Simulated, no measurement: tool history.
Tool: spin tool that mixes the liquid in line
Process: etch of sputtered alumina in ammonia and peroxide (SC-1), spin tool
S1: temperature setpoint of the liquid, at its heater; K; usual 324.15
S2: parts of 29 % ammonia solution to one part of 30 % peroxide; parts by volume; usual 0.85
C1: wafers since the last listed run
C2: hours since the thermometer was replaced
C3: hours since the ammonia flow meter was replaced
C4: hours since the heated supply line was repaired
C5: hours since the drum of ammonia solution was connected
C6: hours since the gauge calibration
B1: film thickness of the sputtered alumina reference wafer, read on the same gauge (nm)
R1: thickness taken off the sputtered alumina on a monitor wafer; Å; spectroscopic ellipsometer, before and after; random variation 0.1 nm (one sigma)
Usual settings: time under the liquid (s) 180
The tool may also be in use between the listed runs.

{"run": 1, "hour": 0.0, "S1": 324.15, "S2": 0.85, "time under the liquid (s)": 180, "C1": 0, "C2": 2064.2, "C3": 139.8, "C4": 136.9, "C5": 0.9, "C6": 2012.2, "B1": 130.03, "R1": 117.9}
{"run": 2, "hour": 53.1, "S1": 324.15, "S2": 0.85, "time under the liquid (s)": 180, "C1": 429, "C2": 2117.3, "C3": 192.9, "C4": 190, "C5": 54, "C6": 2065.3, "B1": 130, "R1": 120}
{"run": 3, "hour": 77.5, "S1": 324.15, "S2": 0.85, "time under the liquid (s)": 180, "C1": 197, "C2": 2141.7, "C3": 217.3, "C4": 214.4, "C5": 78.4, "C6": 2089.7, "B1": 130, "R1": 118.2}
{"run": 4, "hour": 133.6, "S1": 324.15, "S2": 0.85, "time under the liquid (s)": 180, "C1": 454, "C2": 2197.8, "C3": 273.4, "C4": 270.5, "C5": 134.5, "C6": 2145.8, "B1": 129.99, "R1": 119.2}
{"run": 5, "hour": 171.6, "S1": 324.15, "S2": 0.85, "time under the liquid (s)": 180, "C1": 307, "C2": 2235.8, "C3": 311.4, "C4": 308.5, "C5": 172.5, "C6": 2183.8, "B1": 129.98, "R1": 118.9}
{"run": 6, "hour": 229.2, "S1": 324.15, "S2": 0.85, "time under the liquid (s)": 180, "C1": 466, "C2": 2293.4, "C3": 369, "C4": 366.1, "C5": 230.1, "C6": 2241.4, "B1": 130.01, "R1": 121.6}
{"hour": 272.8, "done": "thermometer replaced"}
{"run": 7, "hour": 283.3, "S1": 324.15, "S2": 0.6, "time under the liquid (s)": 180, "C1": 429, "C2": 10.5, "C3": 423.1, "C4": 420.2, "C5": 284.2, "C6": 2295.5, "B1": 129.99, "R1": 99.6}
{"hour": 290.9, "done": "gauge calibrated"}
{"run": 8, "hour": 344.0, "S1": 324.15, "S2": 1.05, "time under the liquid (s)": 180, "C1": 491, "C2": 71.2, "C3": 483.8, "C4": 480.9, "C5": 344.9, "C6": 53.1, "B1": 130, "R1": 108.8}
{"run": 9, "hour": 402.3, "S1": 315.15, "S2": 1, "time under the liquid (s)": 95, "C1": 471, "C2": 129.5, "C3": 542.1, "C4": 539.2, "C5": 403.2, "C6": 111.4, "B1": 130.01, "R1": 34.6}
{"run": 10, "hour": 429.2, "S1": 332.15, "S2": 0.95, "time under the liquid (s)": 90, "C1": 217, "C2": 156.4, "C3": 569, "C4": 566.1, "C5": 430.1, "C6": 138.3, "B1": 130, "R1": 81.1}
{"run": 11, "hour": 496.9, "S1": 324.15, "S2": 0.85, "time under the liquid (s)": 180, "C1": 547, "C2": 224.1, "C3": 636.7, "C4": 633.8, "C5": 497.8, "C6": 206, "B1": 130, "R1": 107}
{"hour": 525.6, "done": "heated supply line repaired"}
{"run": 12, "hour": 553.0, "S1": 324.15, "S2": 0.85, "time under the liquid (s)": 180, "C1": 445, "C2": 280.2, "C3": 692.8, "C4": 27.4, "C5": 553.9, "C6": 262.1, "B1": 130, "R1": 104.3}
{"run": 13, "hour": 613.3, "S1": 324.15, "S2": 0.45, "time under the liquid (s)": 180, "C1": 488, "C2": 340.5, "C3": 753.1, "C4": 87.7, "C5": 614.2, "C6": 322.4, "B1": 130, "R1": 99.3}
{"run": 14, "hour": 668.4, "S1": 324.15, "S2": 0.85, "time under the liquid (s)": 180, "C1": 445, "C2": 395.6, "C3": 808.2, "C4": 142.8, "C5": 669.3, "C6": 377.5, "B1": 130, "R1": 106.5}
{"run": 15, "hour": 703.5, "S1": 316.15, "S2": 1.1, "time under the liquid (s)": 270, "C1": 284, "C2": 430.7, "C3": 843.3, "C4": 177.9, "C5": 704.4, "C6": 412.6, "B1": 129.98, "R1": 104.2}
{"run": 16, "hour": 746.3, "S1": 327.15, "S2": 0.45, "time under the liquid (s)": 250, "C1": 346, "C2": 473.5, "C3": 886.1, "C4": 220.7, "C5": 747.2, "C6": 455.4, "B1": 130, "R1": 164}
{"hour": 796.5, "done": "new drum of ammonia solution connected"}
{"run": 17, "hour": 810.8, "S1": 324.15, "S2": 0.85, "time under the liquid (s)": 180, "C1": 513, "C2": 538, "C3": 950.6, "C4": 285.2, "C5": 14.3, "C6": 519.9, "B1": 130, "R1": 107.8}
{"run": 18, "hour": 858.7, "S1": 331.65, "S2": 1.05, "time under the liquid (s)": 270, "C1": 387, "C2": 585.9, "C3": 998.5, "C4": 333.1, "C5": 62.2, "C6": 567.8, "B1": 130, "R1": 245.2}
{"run": 19, "hour": 897.3, "S1": 316.15, "S2": 1.2, "time under the liquid (s)": 125, "C1": 312, "C2": 624.5, "C3": 1037.1, "C4": 371.7, "C5": 100.8, "C6": 606.4, "B1": 129.98, "R1": 48.5}
{"run": 20, "hour": 927.3, "S1": 324.15, "S2": 1.05, "time under the liquid (s)": 75, "C1": 242, "C2": 654.5, "C3": 1067.1, "C4": 401.7, "C5": 130.8, "C6": 636.4, "B1": 130.01, "R1": 46}
{"run": 21, "hour": 955.8, "S1": 317.15, "S2": 0.45, "time under the liquid (s)": 225, "C1": 230, "C2": 683, "C3": 1095.6, "C4": 430.2, "C5": 159.3, "C6": 664.9, "B1": 130.01, "R1": 87.7}
{"run": 22, "hour": 984.0, "S1": 315.15, "S2": 0.85, "time under the liquid (s)": 230, "C1": 228, "C2": 711.2, "C3": 1123.8, "C4": 458.4, "C5": 187.5, "C6": 693.1, "B1": 130, "R1": 84}
{"run": 23, "hour": 1051.3, "S1": 324.15, "S2": 0.85, "time under the liquid (s)": 180, "C1": 544, "C2": 778.5, "C3": 1191.1, "C4": 525.7, "C5": 254.8, "C6": 760.4, "B1": 129.99, "R1": 110}
{"run": 24, "hour": 1107.3, "S1": 318.15, "S2": 1.2, "time under the liquid (s)": 180, "C1": 453, "C2": 834.5, "C3": 1247.1, "C4": 581.7, "C5": 310.8, "C6": 816.4, "B1": 130.01, "R1": 81.2}
{"run": 25, "hour": 1159.2, "S1": 331.15, "S2": 0.85, "time under the liquid (s)": 230, "C1": 420, "C2": 886.4, "C3": 1299, "C4": 633.6, "C5": 362.7, "C6": 868.3, "B1": 129.98, "R1": 204.4}
{"run": 26, "hour": 1207.3, "S1": 314.65, "S2": 0.85, "time under the liquid (s)": 75, "C1": 389, "C2": 934.5, "C3": 1347.1, "C4": 681.7, "C5": 410.8, "C6": 916.4, "B1": 130.01, "R1": 26.8}

Forecast each of these 3 alternatives for the next run:
{"run": "A", "hour": 1207.8, "S1": 324.15, "S2": 0.85, "time under the liquid (s)": 180, "C1": 4, "C2": 935, "C3": 1347.6, "C4": 682.2, "C5": 411.3, "C6": 916.9, "B1": "?", "R1": "?"}
{"run": "B", "hour": 1207.8, "S1": 321.15, "S2": 1.2, "time under the liquid (s)": 180, "C1": 4, "C2": 935, "C3": 1347.6, "C4": 682.2, "C5": 411.3, "C6": 916.9, "B1": "?", "R1": "?"}
{"run": "C", "hour": 1207.8, "S1": 333.65, "S2": 1.05, "time under the liquid (s)": 235, "C1": 4, "C2": 935, "C3": 1347.6, "C4": 682.2, "C5": 411.3, "C6": 916.9, "B1": "?", "R1": "?"}

run=A B1=130 R1=110
run=B B1=130 R1=96.5
run=C B1=130 R1=241.3
Without the tool's hidden state the same runs would have given:
run=A R1=104.5
run=B R1=91.5
run=C R1=230
